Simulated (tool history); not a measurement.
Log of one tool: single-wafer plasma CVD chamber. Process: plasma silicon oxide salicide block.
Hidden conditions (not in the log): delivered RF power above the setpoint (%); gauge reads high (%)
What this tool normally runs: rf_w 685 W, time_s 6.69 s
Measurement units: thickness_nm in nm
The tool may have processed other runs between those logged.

run	day	rf_w	time_s	wafers since the last listed run	hours since the last RF generator calibration	hours since the showerhead was replaced	hours since the gauge calibration	read-back reference wafer on the same gauge, thickness_nm	thickness_nm
1	0.000	685	7.42	0	1857.9	7012.5	208.9	53.324	66.625
2	2.558	685	7.42	1967	1919.3	7073.9	270.3	53.317	66.768
3	4.954	685	6.69	1842	1976.8	7131.4	327.8	53.300	60.052
4	7.246	600	6.69	1762	2031.8	7186.4	382.8	53.304	57.702
5	8.608	600	6.69	1047	2064.5	7219.1	415.5	53.261	58.103
6	12.479	600	6.69	2976	2157.4	7312.0	508.4	53.310	57.760
7	13.838	685	6.69	1044	2190.0	7344.6	541.0	53.285	59.583
# day 15.450: gauge calibrated
8	15.558	770	6.69	1323	2231.3	7385.9	2.6	53.308	61.813
# day 18.492: RF generator calibrated
9	18.512	770	6.69	2015	0.5	7456.8	73.5	53.260	63.244
# day 19.129: showerhead replaced, of another model than before
10	20.954	770	6.69	1621	59.1	43.8	132.1	53.307	62.613
11	22.367	550	7.82	1086	93.0	77.7	166.0	53.280	69.039
12	25.146	685	6.09	2137	159.7	144.4	232.7	53.291	55.657
13	26.758	810	7.08	1240	198.4	183.1	271.4	53.298	66.475
14	29.712	685	6.13	2271	269.3	254.0	342.3	53.301	55.964
15	32.492	685	7.42	2137	336.0	320.7	409.0	53.314	67.831
16	39.442	620	5.55	5344	502.8	487.5	575.8	53.251	49.840
17	41.225	720	6.29	1371	545.6	530.3	618.6	53.261	57.867
# day 41.496: gauge calibrated
18	43.754	780	7.13	1945	606.3	591.0	54.2	53.326	66.554
19	44.842	810	5.37	836	632.4	617.1	80.3	53.291	50.520
20	47.138	685	6.69	1765	687.5	672.2	135.4	53.307	61.047

Forecast each of these 4 alternatives for the next run:
A	47.154	635	6.69	12	687.9	672.6	135.8	?	?
B	47.154	755	6.32	12	687.9	672.6	135.8	?	?
C	47.154	620	6.69	12	687.9	672.6	135.8	?	?
D	47.154	795	7.63	12	687.9	672.6	135.8	?	?

run	read-back reference wafer on the same gauge, thickness_nm	thickness_nm
A	53.275	59.928
B	53.275	58.407
C	53.275	59.681
D	53.275	71.201
Without the tool's hidden state the same runs would have given:
run	thickness_nm
A	60.185
B	58.657
C	59.936
D	71.506
